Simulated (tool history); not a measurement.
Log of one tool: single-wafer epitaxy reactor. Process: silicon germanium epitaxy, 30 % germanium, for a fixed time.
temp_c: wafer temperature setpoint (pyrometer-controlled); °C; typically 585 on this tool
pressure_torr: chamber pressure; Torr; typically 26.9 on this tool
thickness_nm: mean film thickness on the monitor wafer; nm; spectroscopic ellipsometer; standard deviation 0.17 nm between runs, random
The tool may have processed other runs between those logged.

| run | hour | temp_c | pressure_torr | wafers since the last listed run | hours since the last pyrometer calibration | hours since the last manometer calibration | hours since the showerhead was replaced | hours since the gauge calibration | read-back reference wafer on the same gauge, thickness_nm | thickness_nm |
|---|---|---|---|---|---|---|---|---|---|---|
| 1 | 0 | 585 | 26.9 | 0 | 2207.1 | 2349.9 | 3025 | 227.7 | 63.312 | 60.196 |
| 2 | 54.4 | 575 | 26.9 | 1168 | 2261.5 | 2404.3 | 3079.4 | 282.1 | 63.259 | 48.321 |
| 3 | 115.3 | 575 | 26.9 | 1308 | 2322.4 | 2465.2 | 3140.3 | 343 | 63.308 | 48.237 |
| 4 | 182.5 | 575 | 26.9 | 1443 | 2389.6 | 2532.4 | 3207.5 | 410.2 | 63.335 | 48.053 |
| 5 | 266.9 | 588 | 26.9 | 1812 | 2474 | 2616.8 | 3291.9 | 494.6 | 63.355 | 64.508 |
| 6 | 308.1 | 588 | 26.9 | 884 | 2515.2 | 2658 | 3333.1 | 535.8 | 63.373 | 64.064 |
| 7 | 372.6 | 585 | 30.7 | 1385 | 2579.7 | 2722.5 | 3397.6 | 600.3 | 63.25 | 63.626 |
|  | 403.4 | gauge calibrated |
|  | 428 | capacitance manometer re-zeroed and calibrated |
| 8 | 439.2 | 585 | 30.7 | 1258 | 2646.3 | 11.2 | 3464.2 | 35.8 | 63.362 | 63.56 |
| 9 | 476.5 | 585 | 26.9 | 801 | 2683.6 | 48.5 | 3501.5 | 73.1 | 63.305 | 60.621 |
|  | 492.5 | pyrometer calibrated |
| 10 | 583.4 | 585 | 26.9 | 2124 | 90.9 | 155.4 | 3608.4 | 180 | 63.332 | 56.828 |
|  | 641.9 | showerhead replaced, of another model than before |
| 11 | 686.4 | 577 | 21.2 | 2040 | 193.9 | 258.4 | 44.5 | 283 | 63.259 | 45.877 |
| 12 | 754.3 | 585 | 26.9 | 1458 | 261.8 | 326.3 | 112.4 | 350.9 | 63.266 | 57.174 |
| 13 | 860.9 | 573 | 23.2 | 2289 | 368.4 | 432.9 | 219 | 457.5 | 63.366 | 42.806 |
| 14 | 910.8 | 598 | 33.4 | 1071 | 418.3 | 482.8 | 268.9 | 507.4 | 63.268 | 79.448 |
| 15 | 968 | 576 | 28.8 | 1228 | 475.5 | 540 | 326.1 | 564.6 | 63.258 | 47.679 |
| 16 | 1007.9 | 575 | 26.9 | 857 | 515.4 | 579.9 | 366 | 604.5 | 63.352 | 46.369 |

What will run 17 give?
| 17 | 1064.6 | 574 | 32 | 1217 | 572.1 | 636.6 | 422.7 | 661.2 | ? | ? |

{"run 17": {"read-back reference wafer on the same gauge, thickness_nm": 63.309, "thickness_nm": 46.799}}
Take away the tool's hidden state, keep the run-to-run variation as it was, and the same run would have given thickness_nm 46.262 nm.
